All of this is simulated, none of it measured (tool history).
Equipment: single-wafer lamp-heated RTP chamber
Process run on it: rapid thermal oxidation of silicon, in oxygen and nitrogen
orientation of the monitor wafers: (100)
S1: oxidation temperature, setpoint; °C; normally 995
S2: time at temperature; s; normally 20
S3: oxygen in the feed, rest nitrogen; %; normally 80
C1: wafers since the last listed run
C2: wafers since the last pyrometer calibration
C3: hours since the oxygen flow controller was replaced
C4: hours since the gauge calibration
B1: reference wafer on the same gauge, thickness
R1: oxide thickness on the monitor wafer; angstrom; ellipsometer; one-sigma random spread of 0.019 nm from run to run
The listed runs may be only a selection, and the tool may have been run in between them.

| run | day | S1 | S2 | S3 | C1 | C2 | C3 | C4 | B1 | R1 |
|---|---|---|---|---|---|---|---|---|---|---|
| 1 | 0.000 | 995 | 20 | 80 | 0 | 90 | 2284.8 | 2416.2 | 3.767 | 33.67 |
| 2 | 6.408 | 995 | 20 | 80 | 1500 | 1590 | 2438.6 | 2570.0 | 3.763 | 33.60 |
| 3 | 9.525 | 995 | 20 | 80 | 729 | 2320 | 2513.4 | 2644.8 | 3.760 | 33.58 |
| 4 | 12.346 | 995 | 20 | 80 | 660 | 2981 | 2581.1 | 2712.5 | 3.761 | 33.21 |
| 5 | 16.758 | 987 | 20 | 71 | 1033 | 4014 | 2687.0 | 2818.4 | 3.753 | 31.18 |
| 6 | 18.346 | 987 | 20 | 71 | 371 | 4385 | 2725.1 | 2856.5 | 3.753 | 31.04 |
| 7 | 20.054 | 987 | 20 | 71 | 399 | 4785 | 2766.1 | 2897.5 | 3.752 | 30.81 |
| 8 | 24.233 | 995 | 20 | 80 | 978 | 5764 | 2866.4 | 2997.8 | 3.749 | 33.50 |
| 9 | 26.479 | 995 | 20 | 80 | 525 | 6290 | 2920.3 | 3051.7 | 3.752 | 33.05 |
|  | 32.900 | pyrometer window cleaned and pyrometer calibrated |
| 10 | 38.196 | 995 | 20 | 80 | 2665 | 1240 | 3201.5 | 3332.9 | 3.743 | 33.27 |
|  | 40.067 | gauge calibrated |
| 11 | 49.667 | 995 | 20 | 80 | 2685 | 3926 | 3476.8 | 230.4 | 3.833 | 33.99 |
| 12 | 52.700 | 995 | 20 | 80 | 710 | 4636 | 3549.6 | 303.2 | 3.833 | 33.99 |
| 13 | 54.904 | 995 | 20 | 80 | 516 | 5152 | 3602.5 | 356.1 | 3.828 | 34.41 |
| 14 | 57.054 | 995 | 20 | 80 | 503 | 5655 | 3654.1 | 407.7 | 3.824 | 33.69 |
| 15 | 59.475 | 995 | 20 | 80 | 566 | 6222 | 3712.2 | 465.8 | 3.826 | 33.83 |
|  | 62.200 | oxygen flow controller replaced |
| 16 | 62.379 | 995 | 20 | 80 | 601 | 6824 | 4.3 | 535.5 | 3.821 | 33.81 |
| 17 | 64.058 | 995 | 15 | 80 | 393 | 7217 | 44.6 | 575.8 | 3.822 | 30.90 |
|  | 64.933 | pyrometer window cleaned and pyrometer calibrated |
| 18 | 65.875 | 995 | 15 | 80 | 347 | 220 | 88.2 | 619.4 | 3.817 | 30.80 |
| 19 | 69.750 | 1009 | 20 | 52 | 907 | 1128 | 181.2 | 712.4 | 3.819 | 32.92 |
| 20 | 73.908 | 995 | 20 | 80 | 973 | 2101 | 281.0 | 812.2 | 3.813 | 34.03 |
| 21 | 78.400 | 995 | 20 | 70 | 1051 | 3153 | 388.8 | 920.0 | 3.812 | 32.57 |
| 22 | 82.521 | 995 | 20 | 80 | 964 | 4118 | 487.7 | 1018.9 | 3.805 | 33.93 |
| 23 | 86.262 | 1018 | 11 | 67 | 876 | 4994 | 577.5 | 1108.7 | 3.803 | 30.04 |
| 24 | 90.154 | 987 | 20 | 50 | 911 | 5905 | 670.9 | 1202.1 | 3.800 | 28.63 |
| 25 | 92.462 | 995 | 20 | 54 | 540 | 6445 | 726.3 | 1257.5 | 3.798 | 30.26 |
|  | 95.133 | pyrometer window cleaned and pyrometer calibrated |
| 26 | 100.204 | 1010 | 12 | 67 | 1734 | 1187 | 912.1 | 1443.3 | 3.788 | 29.83 |
| 27 | 103.138 | 995 | 20 | 80 | 686 | 1874 | 982.5 | 1513.7 | 3.793 | 33.79 |
| 28 | 106.625 | 995 | 20 | 80 | 816 | 2690 | 1066.2 | 1597.4 | 3.787 | 33.63 |
| 29 | 108.558 | 978 | 14 | 98 | 452 | 3143 | 1112.6 | 1643.8 | 3.785 | 28.81 |
| 30 | 112.917 | 984 | 20 | 80 | 1020 | 4164 | 1217.2 | 1748.4 | 3.783 | 31.50 |
| 31 | 116.892 | 995 | 20 | 80 | 930 | 5094 | 1312.6 | 1843.8 | 3.781 | 33.77 |
| 32 | 120.312 | 981 | 14 | 93 | 800 | 5895 | 1394.7 | 1925.9 | 3.779 | 28.87 |
|  | 121.662 | pyrometer window cleaned and pyrometer calibrated |
| 33 | 124.562 | 1020 | 27 | 80 | 917 | 679 | 1496.7 | 2027.9 | 3.775 | 44.29 |
| 34 | 128.704 | 995 | 24 | 66 | 969 | 1649 | 1596.1 | 2127.3 | 3.773 | 33.75 |
| 35 | 131.038 | 995 | 20 | 80 | 546 | 2195 | 1652.1 | 2183.3 | 3.769 | 33.34 |
| 36 | 140.804 | 968 | 24 | 55 | 2286 | 4482 | 1886.5 | 2417.7 | 3.766 | 27.79 |
| 37 | 143.321 | 995 | 20 | 80 | 589 | 5071 | 1946.9 | 2478.1 | 3.760 | 33.41 |

List, for all runs, the conditions of the tool that the log does not record:
true wafer temperature minus pyrometer reading, K: 0 at every run
deviation of the oxygen flow from its setpoint, %: 0 at every run
H1: gauge reads high (%)
| run | H1 |
|---|---|
| 1 | -1.87 |
| 2 | -2 |
| 3 | -2.06 |
| 4 | -2.11 |
| 5 | -2.2 |
| 6 | -2.23 |
| 7 | -2.27 |
| 8 | -2.35 |
| 9 | -2.4 |
| 10 | -2.63 |
| 11 | -0.219 |
| 12 | -0.28 |
| 13 | -0.324 |
| 14 | -0.367 |
| 15 | -0.415 |
| 16 | -0.474 |
| 17 | -0.507 |
| 18 | -0.544 |
| 19 | -0.621 |
| 20 | -0.704 |
| 21 | -0.794 |
| 22 | -0.877 |
| 23 | -0.952 |
| 24 | -1.03 |
| 25 | -1.08 |
| 26 | -1.23 |
| 27 | -1.29 |
| 28 | -1.36 |
| 29 | -1.4 |
| 30 | -1.49 |
| 31 | -1.56 |
| 32 | -1.63 |
| 33 | -1.72 |
| 34 | -1.8 |
| 35 | -1.85 |
| 36 | -2.04 |
| 37 | -2.09 |
